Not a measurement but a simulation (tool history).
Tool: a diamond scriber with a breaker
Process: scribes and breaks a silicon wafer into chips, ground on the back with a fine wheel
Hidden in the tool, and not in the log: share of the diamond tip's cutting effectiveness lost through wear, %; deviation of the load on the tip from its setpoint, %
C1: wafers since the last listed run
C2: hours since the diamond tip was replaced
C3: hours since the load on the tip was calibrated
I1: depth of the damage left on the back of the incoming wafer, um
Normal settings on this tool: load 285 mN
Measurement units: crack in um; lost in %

run 1 hour=0.0 | load=220 | C1=0 C2=499.4 C3=11.4 | I1=2.36 | crack=12.88 lost=10.09
run 2 hour=32.1 | load=220 | C1=73 C2=531.5 C3=43.5 | I1=2.92 | crack=13.03 lost=10.37
run 3 hour=63.1 | load=338 | C1=71 C2=562.5 C3=74.5 | I1=1.71 | crack=16.92 lost=1.96
run 4 hour=82.9 | load=338 | C1=45 C2=582.3 C3=94.3 | I1=2.93 | crack=17.09 lost=2.80
-- hour=100.8 diamond tip replaced by a new one
run 5 hour=114.2 | load=285 | C1=67 C2=13.4 C3=125.6 | I1=2.85 | crack=15.70 lost=1.46
run 6 hour=133.4 | load=221 | C1=44 C2=32.6 C3=144.8 | I1=1.58 | crack=13.74 lost=7.07
run 7 hour=147.3 | load=221 | C1=31 C2=46.5 C3=158.7 | I1=2.58 | crack=13.45 lost=8.26
run 8 hour=177.7 | load=285 | C1=69 C2=76.9 C3=189.1 | I1=1.65 | crack=15.64 lost=0.91
run 9 hour=205.0 | load=247 | C1=62 C2=104.2 C3=216.4 | I1=2.59 | crack=14.11 lost=3.92
run 10 hour=222.8 | load=247 | C1=40 C2=122.0 C3=234.2 | I1=2.10 | crack=14.08 lost=3.80
run 11 hour=247.0 | load=285 | C1=55 C2=146.2 C3=258.4 | I1=1.77 | crack=15.27 lost=1.04
run 12 hour=269.9 | load=285 | C1=52 C2=169.1 C3=281.3 | I1=2.02 | crack=15.59 lost=1.07
run 13 hour=294.9 | load=285 | C1=57 C2=194.1 C3=306.3 | I1=1.77 | crack=15.29 lost=1.05
run 14 hour=325.9 | load=257 | C1=71 C2=225.1 C3=337.3 | I1=1.88 | crack=14.38 lost=3.11
run 15 hour=344.1 | load=257 | C1=41 C2=243.3 C3=355.5 | I1=2.86 | crack=14.35 lost=3.72
run 16 hour=357.0 | load=285 | C1=29 C2=256.2 C3=368.4 | I1=2.51 | crack=15.11 lost=1.62
run 17 hour=392.3 | load=285 | C1=81 C2=291.5 C3=403.7 | I1=2.10 | crack=15.27 lost=1.22
run 18 hour=425.1 | load=285 | C1=75 C2=324.3 C3=436.5 | I1=1.56 | crack=15.15 lost=1.09
run 19 hour=443.5 | load=362 | C1=42 C2=342.7 C3=454.9 | I1=1.50 | crack=17.61 lost=4.15
run 20 hour=464.0 | load=285 | C1=47 C2=363.2 C3=475.4 | I1=2.52 | crack=15.27 lost=1.66

For run 21, what comes out?
run 21 hour=494.9 | load=349 | C1=71 C2=394.1 C3=506.3 | I1=2.20 | crack=? lost=?

crack: 17.11 um
lost: 3.06 %
Take away the tool's hidden state, keep the run-to-run variation as it was, and the same run would have given crack 17.66 um, lost 4.77 %.
